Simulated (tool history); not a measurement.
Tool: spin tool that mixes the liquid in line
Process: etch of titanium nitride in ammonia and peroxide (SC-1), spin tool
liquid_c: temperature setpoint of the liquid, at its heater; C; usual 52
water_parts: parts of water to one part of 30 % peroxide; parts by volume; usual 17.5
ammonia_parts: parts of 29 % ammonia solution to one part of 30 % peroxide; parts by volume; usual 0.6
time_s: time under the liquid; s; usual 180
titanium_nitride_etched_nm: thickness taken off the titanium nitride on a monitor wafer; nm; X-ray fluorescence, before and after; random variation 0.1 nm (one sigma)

run	day	liquid_c	water_parts	ammonia_parts	time_s	wafers since the last listed run	hours since the thermometer was replaced	hours since the ammonia flow meter was replaced	hours since the heated supply line was repaired	hours since the drum of ammonia solution was connected	hours since the gauge calibration	read-back film thickness of the titanium nitride reference wafer, read on the same gauge (nm)	titanium_nitride_etched_nm
1	0	52	17.5	0.6	180	0	3103.2	1608.9	2158.3	522.6	124.7	70	10.95
2	0.558	52	17.5	0.6	180	105	3116.6	1622.3	2171.7	536	138.1	69.99	11.07
3	0.821	52	17.5	0.6	180	49	3122.9	1628.6	2178	542.3	144.4	70	10.92
4	1.542	52	14.5	0.6	180	136	3140.2	1645.9	2195.3	559.6	161.7	70	12.18
5	1.979	52	17.5	0.6	180	82	3150.7	1656.4	2205.8	570.1	172.2	70.02	10.9
6	2.5	48.5	17.5	0.6	180	98	3163.2	1668.9	2218.3	582.6	184.7	69.99	8.5
7	2.817	48.5	17.5	0.6	180	60	3170.8	1676.5	2225.9	590.2	192.3	70.04	8.58
8	3.458	52	17.5	0.6	180	121	3186.2	1691.9	2241.3	605.6	207.7	69.99	10.86
9	3.883	52	17.5	0.6	180	80	3196.4	1702.1	2251.5	615.8	217.9	70	10.76
10	4.158	52	17.5	0.6	180	52	3203	1708.7	2258.1	622.4	224.5	69.99	10.82
# day 4.571: thermometer replaced
11	4.592	52	14.5	0.6	130	74	0.5	1719.1	2268.5	632.8	234.9	69.97	8.66
# day 4.888: new drum of ammonia solution connected
12	5.108	52	17.5	0.6	180	90	12.9	1731.5	2280.9	5.3	247.3	70.02	11.07
13	5.85	61	14.5	0.6	285	140	30.7	1749.3	2298.7	23.1	265.1	69.99	34.81
14	7.65	44.5	25	0.4	135	341	73.9	1792.5	2341.9	66.3	308.3	69.98	3.7
# day 8.433: ammonia flow meter replaced
15	9.396	52	17.5	0.6	180	323	115.8	23.1	2383.8	108.2	350.2	70.02	10.94
16	9.892	46	11	0.45	180	93	127.7	35	2395.7	120.1	362.1	69.99	8.7
# day 10.175: heated supply line repaired
# day 10.183: gauge calibrated
17	10.633	56	23	0.4	75	132	145.5	52.8	11	137.9	10.8	69.98	4.78
18	11.029	59.5	17.5	0.4	275	75	155	62.3	20.5	147.4	20.3	69.98	25.55
19	11.292	52	13.5	0.7	180	49	161.3	68.6	26.8	153.7	26.6	69.97	12.87
20	12.012	52	26.5	0.7	180	136	178.6	85.9	44.1	171	43.9	70	9.01
21	12.612	44	14	0.6	180	113	193	100.3	58.5	185.4	58.3	70.02	7.03
22	13.138	52	17.5	0.6	180	99	205.6	112.9	71.1	198	70.9	69.99	11.17
23	13.888	52	17.5	0.6	215	142	223.6	130.9	89.1	216	88.9	69.99	13.17

5 ways to go on from here, each from the tool as it stands after run 23. What would each give?
A	13.908	52	17.5	0.6	180	3	224.1	131.4	89.6	216.5	89.4	?	?
B	13.908	52	17.5	0.6	255	3	224.1	131.4	89.6	216.5	89.4	?	?
C	13.908	52	17.5	0.8	180	3	224.1	131.4	89.6	216.5	89.4	?	?
D	13.908	43.5	17.5	0.7	180	3	224.1	131.4	89.6	216.5	89.4	?	?
E	13.908	46	17.5	0.9	270	3	224.1	131.4	89.6	216.5	89.4	?	?

run	read-back film thickness of the titanium nitride reference wafer, read on the same gauge (nm)	titanium_nitride_etched_nm
A	70.01	10.98
B	70.01	15.56
C	70.01	11.56
D	70.01	6.19
E	70.01	11.62
Without the tool's hidden state the same runs would have given:
run	titanium_nitride_etched_nm
A	10.98
B	15.56
C	11.56
D	6.19
E	11.62
